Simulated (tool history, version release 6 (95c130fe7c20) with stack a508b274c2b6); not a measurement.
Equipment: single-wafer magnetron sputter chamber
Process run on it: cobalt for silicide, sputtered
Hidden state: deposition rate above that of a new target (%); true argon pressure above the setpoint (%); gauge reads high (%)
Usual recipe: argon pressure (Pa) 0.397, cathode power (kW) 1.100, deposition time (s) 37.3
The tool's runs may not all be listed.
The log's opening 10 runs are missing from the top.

run	hour	argon pressure (Pa)	cathode power (kW)	deposition time (s)	wafers since the last listed run	wafers on the sputter target	hours since the last manometer calibration	hours since the magnet pack was replaced	hours since the gauge calibration	read-back reference wafer on the same gauge, thickness_nm	mean film thickness on the monitor wafer (nm)
# hour 149.8: sputter target and shields replaced
11	154.9	0.397	1.100	37.3	125	88	2861.9	8905.9	228.2	22.682	20.475
# hour 168.8: magnet pack replaced
12	169.3	0.397	1.100	37.3	111	200	2876.3	0.5	242.6	22.693	20.571
13	182.1	0.397	1.000	37.3	223	423	2889.1	13.3	255.4	22.703	18.668
14	196.9	0.397	1.000	37.3	258	682	2903.9	28.1	270.2	22.721	18.656
15	210.9	0.397	1.100	37.3	244	926	2917.9	42.1	284.2	22.703	20.522
# hour 225.0: capacitance manometer re-zeroed and calibrated
16	225.5	0.397	1.100	37.3	115	1041	0.5	56.7	298.8	22.668	20.601
17	232.3	0.397	0.950	41.7	118	1160	7.3	63.5	305.6	22.693	19.691
18	249.0	0.397	1.100	37.3	291	1452	24.0	80.2	322.3	22.696	20.574
19	255.3	0.259	0.900	37.3	110	1562	30.3	86.5	328.6	22.692	17.607
20	268.4	0.397	1.100	37.3	228	1790	43.4	99.6	341.7	22.729	20.471
21	274.4	0.321	1.000	35.1	104	1895	49.4	105.6	347.7	22.704	17.900
22	287.9	0.397	1.100	42.9	235	2131	62.9	119.1	361.2	22.698	23.493
23	298.1	0.283	0.950	37.3	178	2309	73.1	129.3	371.4	22.693	18.364
24	304.6	0.397	1.100	37.3	113	2423	79.6	135.8	377.9	22.673	20.378
25	317.0	0.475	0.850	30.0	216	2639	92.0	148.2	390.3	22.702	12.329
26	332.4	0.496	1.100	37.3	268	2908	107.4	163.6	405.7	22.701	19.737

What does the tool deliver on the next run?
# hour 342.3: gauge calibrated
27	343.0	0.473	0.850	37.3	185	3093	118.0	174.2	0.7	?	?

read-back reference wafer on the same gauge, thickness_nm: 22.706
mean film thickness on the monitor wafer (nm): 15.299
With no hidden state in the tool, this same run would have given mean film thickness on the monitor wafer (nm) 15.495.

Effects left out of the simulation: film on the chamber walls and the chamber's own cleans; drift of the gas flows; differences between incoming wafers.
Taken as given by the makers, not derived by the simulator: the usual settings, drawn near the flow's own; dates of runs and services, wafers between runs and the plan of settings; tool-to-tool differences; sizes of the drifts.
